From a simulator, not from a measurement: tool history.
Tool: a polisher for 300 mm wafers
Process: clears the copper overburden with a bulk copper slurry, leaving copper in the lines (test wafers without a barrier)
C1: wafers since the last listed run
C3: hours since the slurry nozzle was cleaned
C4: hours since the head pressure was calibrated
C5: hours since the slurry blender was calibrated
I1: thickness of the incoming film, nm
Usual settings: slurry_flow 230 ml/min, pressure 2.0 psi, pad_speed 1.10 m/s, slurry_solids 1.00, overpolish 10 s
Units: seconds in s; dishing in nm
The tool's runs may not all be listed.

Run 1, hour 0.0: usual settings; C1 0; wafers polished on this pad 2594; C3 41.6; C4 349.9; C5 149.9; I1 885.5. Result: seconds 173.5 s, dishing 28.7 nm.
At hour 18.7: worn pad replaced by a new one.
Run 2, hour 71.4: usual settings; C1 476; wafers polished on this pad 372; C3 113.0; C4 421.3; C5 221.3; I1 889.3. Result: seconds 159.9 s, dishing 29.7 nm.
Run 3, hour 108.7: usual settings; C1 263; wafers polished on this pad 636; C3 150.3; C4 458.6; C5 258.6; I1 905.8. Result: seconds 166.1 s, dishing 30.4 nm.
Run 4, hour 141.4: usual settings; C1 231; wafers polished on this pad 867; C3 183.0; C4 491.3; C5 291.3; I1 881.2. Result: seconds 163.4 s, dishing 29.9 nm.
Run 5, hour 190.5: usual settings; C1 347; wafers polished on this pad 1214; C3 232.1; C4 540.4; C5 340.4; I1 876.9. Result: seconds 164.7 s, dishing 29.5 nm.
At hour 208.7: slurry blender recalibrated.
Run 6, hour 226.2: usual settings but overpolish 12 s; C1 238; wafers polished on this pad 1452; C3 267.8; C4 576.1; C5 17.5; I1 906.7. Result: seconds 152.5 s, dishing 36.6 nm.
Run 7, hour 258.7: usual settings but pad_speed 0.88 m/s, slurry_solids 1.10; C1 229; wafers polished on this pad 1682; C3 300.3; C4 608.6; C5 50.0; I1 896.5. Result: seconds 187.5 s, dishing 25.9 nm.
At hour 287.8: head pressure recalibrated.
Run 8, hour 296.7: usual settings; C1 254; wafers polished on this pad 1937; C3 338.3; C4 8.9; C5 88.0; I1 895.0. Result: seconds 165.9 s, dishing 29.1 nm.
At hour 360.8: worn pad replaced by a new one.
Run 9, hour 367.0: usual settings but slurry_flow 250 ml/min, overpolish 16 s; C1 468; wafers polished on this pad 44; C3 408.6; C4 79.2; C5 158.3; I1 898.5. Result: seconds 159.3 s, dishing 40.9 nm.
Run 10, hour 413.3: usual settings; C1 327; wafers polished on this pad 371; C3 454.9; C4 125.5; C5 204.6; I1 874.4. Result: seconds 158.0 s, dishing 30.4 nm.
Run 11, hour 470.3: usual settings but overpolish 5 s; C1 403; wafers polished on this pad 774; C3 511.9; C4 182.5; C5 261.6; I1 899.0. Result: seconds 164.7 s, dishing 17.2 nm.
Run 12, hour 514.4: usual settings but pad_speed 1.40 m/s; C1 311; wafers polished on this pad 1086; C3 556.0; C4 226.6; C5 305.7; I1 905.5. Result: seconds 137.0 s, dishing 34.7 nm.
At hour 575.8: slurry blender recalibrated.
Run 13, hour 582.6: usual settings but slurry_flow 280 ml/min, pad_speed 0.90 m/s; C1 468; wafers polished on this pad 1554; C3 624.2; C4 294.8; C5 6.8; I1 888.8. Result: seconds 183.9 s, dishing 28.0 nm.
At hour 588.1: slurry nozzle cleaned.
Run 14, hour 630.3: usual settings but pressure 2.2 psi, slurry_solids 0.80; C1 330; wafers polished on this pad 1884; C3 42.2; C4 342.5; C5 54.5; I1 899.0. Result: seconds 161.2 s, dishing 31.1 nm.
Run 15, hour 701.4: usual settings but pad_speed 0.92 m/s, slurry_solids 1.15; C1 502; wafers polished on this pad 2387; C3 113.3; C4 413.6; C5 125.6; I1 893.9. Result: seconds 189.1 s, dishing 26.5 nm.
At hour 736.6: worn pad replaced by a new one.
Run 16, hour 763.3: usual settings; C1 409; wafers polished on this pad 189; C3 175.2; C4 475.5; C5 187.5; I1 894.7. Result: seconds 155.8 s, dishing 30.8 nm.
Run 17, hour 794.9: usual settings; C1 223; wafers polished on this pad 412; C3 206.8; C4 507.1; C5 219.1; I1 906.2. Result: seconds 157.9 s, dishing 30.7 nm.
Run 18, hour 852.8: usual settings but slurry_flow 265 ml/min; C1 409; wafers polished on this pad 821; C3 264.7; C4 565.0; C5 277.0; I1 905.9. Result: seconds 161.4 s, dishing 29.9 nm.
Run 19, hour 917.8: usual settings but pressure 1.7 psi; C1 459; wafers polished on this pad 1281; C3 329.7; C4 630.0; C5 342.0; I1 885.9. Result: seconds 188.6 s, dishing 26.7 nm.
At hour 924.7: slurry blender recalibrated.
At hour 937.0: head pressure recalibrated.
Run 20, hour 956.6: usual settings but slurry_flow 285 ml/min, pressure 2.3 psi, slurry_solids 1.25; C1 246; wafers polished on this pad 1527; C3 368.5; C4 19.6; C5 31.9; I1 890.2. Result: seconds 124.7 s, dishing 35.4 nm.
Run 21, hour 991.5: usual settings but pad_speed 0.94 m/s; C1 246; wafers polished on this pad 1774; C3 403.4; C4 54.5; C5 66.8; I1 895.6. Result: seconds 183.9 s, dishing 26.9 nm.
Run 22, hour 1042.5: usual settings but pressure 2.2 psi; C1 360; wafers polished on this pad 2134; C3 454.4; C4 105.5; C5 117.8; I1 884.6. Result: seconds 157.2 s, dishing 31.2 nm.
Run 23, hour 1101.3: usual settings but pressure 2.4 psi, slurry_solids 0.85, overpolish 12 s; C1 415; wafers polished on this pad 2550; C3 513.2; C4 164.3; C5 176.6; I1 905.7. Result: seconds 153.3 s, dishing 36.3 nm.
Run 24, hour 1159.3: usual settings but slurry_flow 305 ml/min, slurry_solids 0.85; C1 410; wafers polished on this pad 2960; C3 571.2; C4 222.3; C5 234.6; I1 873.2. Result: seconds 185.6 s, dishing 26.1 nm.
At hour 1172.3: worn pad replaced by a new one.
Run 25, hour 1212.1: usual settings but pressure 1.8 psi, pad_speed 1.36 m/s; C1 345; wafers polished on this pad 281; C3 624.0; C4 275.1; C5 287.4; I1 877.9. Result: seconds 140.2 s, dishing 32.1 nm.
At hour 1217.1: slurry nozzle cleaned.
Run 26, hour 1279.6: usual settings but pad_speed 1.26 m/s; C1 470; wafers polished on this pad 751; C3 62.5; C4 342.6; C5 354.9; I1 887.9. Result: seconds 142.7 s, dishing 32.0 nm.
At hour 1312.1: slurry blender recalibrated.
Run 27, hour 1373.8: usual settings but pressure 2.5 psi; C1 651; wafers polished on this pad 1403; C3 156.7; C4 436.8; C5 61.7; I1 883.6. Result: seconds 126.2 s, dishing 35.6 nm.

5 ways to go on from here, each from the tool as it stands after run 27. What would each give?
Run A, hour 1374.3: usual settings but slurry_solids 0.75; C1 3; wafers polished on this pad 1406; C3 157.2; C4 437.3; C5 62.2; I1 882.2. Result: seconds ?, dishing ?.
Run B, hour 1374.3: usual settings but pad_speed 1.22 m/s, overpolish 14 s; C1 3; wafers polished on this pad 1406; C3 157.2; C4 437.3; C5 62.2; I1 882.2. Result: seconds ?, dishing ?.
Run C, hour 1374.3: usual settings but pad_speed 0.78 m/s; C1 3; wafers polished on this pad 1406; C3 157.2; C4 437.3; C5 62.2; I1 882.2. Result: seconds ?, dishing ?.
Run D, hour 1374.3: usual settings but overpolish 15 s; C1 3; wafers polished on this pad 1406; C3 157.2; C4 437.3; C5 62.2; I1 882.2. Result: seconds ?, dishing ?.
Run E, hour 1374.3: usual settings but pad_speed 0.90 m/s, slurry_solids 0.75, overpolish 13 s; C1 3; wafers polished on this pad 1406; C3 157.2; C4 437.3; C5 62.2; I1 882.2. Result: seconds ?, dishing ?.

run  seconds  dishing
  A    162.2     29.2
  B    138.4     40.0
  C    205.2     24.6
  D    151.9     39.5
  E    193.6     31.0
Without the tool's hidden state the same runs would have given:
run  seconds  dishing
  A    147.8     31.2
  B    125.9     42.1
  C    186.6     26.4
  D    138.2     41.6
  E    176.4     33.0
